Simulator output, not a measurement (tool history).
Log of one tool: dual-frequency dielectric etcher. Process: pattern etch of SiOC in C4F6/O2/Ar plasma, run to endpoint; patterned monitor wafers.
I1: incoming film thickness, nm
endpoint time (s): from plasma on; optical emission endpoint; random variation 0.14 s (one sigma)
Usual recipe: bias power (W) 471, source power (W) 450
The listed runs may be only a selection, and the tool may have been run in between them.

Run 1, hour 0.0: usual settings but source power (W) 540; I1 47.68. Result: endpoint time (s) 15.3.
Run 2, hour 24.1: usual settings but source power (W) 540; I1 46.95. Result: endpoint time (s) 15.1.
Run 3, hour 39.9: usual settings but source power (W) 540; I1 47.81. Result: endpoint time (s) 15.9.
Run 4, hour 71.9: usual settings; I1 47.91. Result: endpoint time (s) 16.6.
At hour 122.5: wet clean of the chamber.
Run 5, hour 123.0: usual settings; I1 47.52. Result: endpoint time (s) 15.1.
Run 6, hour 128.6: usual settings; I1 48.03. Result: endpoint time (s) 15.1.
Run 7, hour 145.7: usual settings but source power (W) 530; I1 47.60. Result: endpoint time (s) 14.0.
Run 8, hour 163.2: usual settings; I1 47.78. Result: endpoint time (s) 15.2.
Run 9, hour 197.4: usual settings; I1 47.28. Result: endpoint time (s) 14.7.
At hour 221.1: source power generator calibrated.
Run 10, hour 226.0: usual settings; I1 47.44. Result: endpoint time (s) 14.9.
At hour 260.3: wet clean of the chamber, repeated, since the last time left the tool worse.
Run 11, hour 260.8: usual settings; I1 47.65. Result: endpoint time (s) 15.9.
Run 12, hour 276.2: usual settings; I1 47.51. Result: endpoint time (s) 15.9.
Run 13, hour 312.0: usual settings; I1 47.30. Result: endpoint time (s) 15.9.
At hour 344.7: upper electrode replaced.
Run 14, hour 345.2: usual settings but source power (W) 520; I1 47.34. Result: endpoint time (s) 15.0.
Run 15, hour 354.0: usual settings but source power (W) 520; I1 47.82. Result: endpoint time (s) 15.3.
Run 16, hour 383.5: usual settings but bias power (W) 517; I1 47.49. Result: endpoint time (s) 15.6.
Run 17, hour 410.6: usual settings; I1 47.11. Result: endpoint time (s) 16.1.
Run 18, hour 426.3: usual settings but bias power (W) 557, source power (W) 380; I1 47.64. Result: endpoint time (s) 16.4.
Run 19, hour 457.9: usual settings but bias power (W) 513; I1 47.15. Result: endpoint time (s) 15.5.
At hour 468.3: bias power generator calibrated.
Run 20, hour 486.7: usual settings; I1 47.25. Result: endpoint time (s) 16.2.
Run 21, hour 500.8: usual settings but bias power (W) 546, source power (W) 390; I1 47.57. Result: endpoint time (s) 16.1.
Run 22, hour 516.4: usual settings but bias power (W) 402, source power (W) 400; I1 47.53. Result: endpoint time (s) 18.4.
Run 23, hour 538.4: usual settings but bias power (W) 524, source power (W) 530; I1 48.00. Result: endpoint time (s) 14.8.
Run 24, hour 568.2: usual settings but source power (W) 360; I1 48.39. Result: endpoint time (s) 18.1.
Run 25, hour 594.2: usual settings but bias power (W) 553, source power (W) 480; I1 47.84. Result: endpoint time (s) 15.2.
Run 26, hour 616.9: usual settings but bias power (W) 410, source power (W) 380; I1 47.43. Result: endpoint time (s) 18.6.
Run 27, hour 672.3: usual settings but source power (W) 500; I1 48.07. Result: endpoint time (s) 16.0.
Run 28, hour 703.6: usual settings but bias power (W) 441, source power (W) 350; I1 48.01. Result: endpoint time (s) 18.7.
At hour 731.5: wet clean of the chamber.
Run 29, hour 735.6: usual settings; I1 47.64. Result: endpoint time (s) 16.2.
Run 30, hour 754.3: usual settings but bias power (W) 392, source power (W) 400; I1 47.50. Result: endpoint time (s) 17.7.
Run 31, hour 773.5: usual settings but bias power (W) 437, source power (W) 530; I1 47.46. Result: endpoint time (s) 15.6.
Run 32, hour 789.5: usual settings but bias power (W) 388, source power (W) 340; I1 47.41. Result: endpoint time (s) 18.9.
Run 33, hour 820.1: usual settings but bias power (W) 440; I1 47.63. Result: endpoint time (s) 16.6.
Run 34, hour 837.2: usual settings; I1 47.36. Result: endpoint time (s) 16.1.

Selected run-to-run steps in endpoint time (s), each split into two signed amounts: the part the tool would show with no hidden state at all (from settings, incoming material and random variation), and the remainder, which goes to the hidden state together with any gauge scatter not common to the measured and the hidden-state-free results:
Hidden state present: etch rate over this chamber's usual, %; bias power that arrives over what is set, %; source power that arrives over what is set, %.
Run 4 -> 5: wet clean of the chamber. endpoint time (s) -1.5: hidden state -1.7, all else +0.2.
Run 10 -> 11: wet clean of the chamber, repeated, since the last time left the tool worse. endpoint time (s) +1.0: hidden state +1.0, all else +0.0.
Run 22 -> 23: bias power (W) 402 -> 524, source power (W) 400 -> 530. endpoint time (s) -3.6: hidden state +0.0, all else -3.6.
Run 23 -> 24: bias power (W) 524 -> 471, source power (W) 530 -> 360. endpoint time (s) +3.3: hidden state +0.1, all else +3.2.
Run 25 -> 26: bias power (W) 553 -> 410, source power (W) 480 -> 380. endpoint time (s) +3.4: hidden state +0.1, all else +3.3.
Run 28 -> 29: bias power (W) 441 -> 471, source power (W) 350 -> 450, wet clean of the chamber. endpoint time (s) -2.5: hidden state -0.6, all else -1.9.
